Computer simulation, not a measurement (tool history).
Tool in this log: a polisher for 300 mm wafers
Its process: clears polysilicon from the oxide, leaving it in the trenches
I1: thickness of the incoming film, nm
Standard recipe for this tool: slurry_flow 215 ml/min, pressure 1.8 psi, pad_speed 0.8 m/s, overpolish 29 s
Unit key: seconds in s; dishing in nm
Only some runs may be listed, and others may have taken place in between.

Run 1, hour 0: usual settings but slurry_flow 200 ml/min; I1 617. Result: seconds 93.5 s, dishing 44.9 nm.
Run 2, hour 16.6: usual settings but slurry_flow 200 ml/min; I1 612.7. Result: seconds 93 s, dishing 45.4 nm.
Run 3, hour 49.9: usual settings but slurry_flow 200 ml/min; I1 614.5. Result: seconds 93.9 s, dishing 45.9 nm.
Run 4, hour 78: usual settings but overpolish 40 s; I1 627.7. Result: seconds 93.9 s, dishing 46.1 nm.
Run 5, hour 95.1: usual settings but overpolish 40 s; I1 609.5. Result: seconds 92.3 s, dishing 44.7 nm.
Run 6, hour 116.1: usual settings but overpolish 40 s; I1 622.4. Result: seconds 95.8 s, dishing 46.1 nm.
Run 7, hour 139.4: usual settings; I1 618.7. Result: seconds 93.8 s, dishing 45.3 nm.
Run 8, hour 152.2: usual settings but pressure 1.6 psi, overpolish 35 s; I1 626.1. Result: seconds 105.5 s, dishing 45.3 nm.
Run 9, hour 171.3: usual settings; I1 613.9. Result: seconds 93.8 s, dishing 44.8 nm.
Run 10, hour 184: usual settings but slurry_flow 190 ml/min, pressure 1.5 psi; I1 625.6. Result: seconds 112.8 s, dishing 44.8 nm.
Run 11, hour 208.3: usual settings but slurry_flow 255 ml/min, pressure 1.6 psi, pad_speed 0.6 m/s, overpolish 17 s; I1 618. Result: seconds 127.5 s, dishing 39.5 nm.
Run 12, hour 220.7: usual settings but overpolish 43 s; I1 626.6. Result: seconds 93.8 s, dishing 45.8 nm.
Run 13, hour 238.3: usual settings; I1 617.9. Result: seconds 93.4 s, dishing 44.8 nm.
Run 14, hour 261.1: usual settings but slurry_flow 270 ml/min, pressure 2.3 psi, pad_speed 1.04 m/s; I1 622.5. Result: seconds 55.8 s, dishing 46.4 nm.
Run 15, hour 274.2: usual settings but slurry_flow 280 ml/min, pad_speed 0.68 m/s; I1 617.6. Result: seconds 97.4 s, dishing 45.4 nm.
Run 16, hour 295.3: usual settings but slurry_flow 270 ml/min, pressure 2.3 psi, pad_speed 1.04 m/s; I1 623.6. Result: seconds 56.8 s, dishing 45.5 nm.
Run 17, hour 319.6: usual settings but pressure 1.3 psi, pad_speed 1.08 m/s, overpolish 44 s; I1 618.2. Result: seconds 87.6 s, dishing 44.5 nm.
Run 18, hour 337.4: usual settings but slurry_flow 185 ml/min, pressure 1.6 psi; I1 618.2. Result: seconds 100.8 s, dishing 45.5 nm.

Not shown here: 6 entries made in the log between runs. Locate each between two listed runs and compare the hidden state at the listed run before it with the hidden state at the listed run after it:
After run 2, before run 3: worn pad replaced by a new one (hour 41.7)
  deviation of the head's pressure from its setpoint, %: -7.87 -> -8.12
  measured minus no-state result, seconds: +5.5 -> +5.7 s; dishing: -0.1 -> -0.1 nm
After run 6, before run 7: worn pad replaced by a new one (hour 123.1)
  deviation of the head's pressure from its setpoint, %: -8.52 -> -8.63
  measured minus no-state result, seconds: +6.2 -> +6.1 s; dishing: +0 -> -0.2 nm
After run 7, before run 8: slurry nozzle cleaned (hour 147.4)
  deviation of the head's pressure from its setpoint, %: -8.63 -> -8.69
  measured minus no-state result, seconds: +6.1 -> +6.9 s; dishing: -0.2 -> -0.1 nm
After run 10, before run 11: worn pad replaced by a new one (hour 198.7)
  deviation of the head's pressure from its setpoint, %: -8.83 -> -8.92
  measured minus no-state result, seconds: +7.5 -> +8.5 s; dishing: -0.2 -> -0.9 nm
After run 13, before run 14: head pressure recalibrated (hour 260.4)
  deviation of the head's pressure from its setpoint, %: -9.02 -> 1
  measured minus no-state result, seconds: +6.3 -> -0.4 s; dishing: -0.1 -> +0 nm
After run 15, before run 16: worn pad replaced by a new one (hour 294.8)
  deviation of the head's pressure from its setpoint, %: 0.342 -> -0.647
  measured minus no-state result, seconds: -0.2 -> +0.3 s; dishing: +0 -> +0 nm
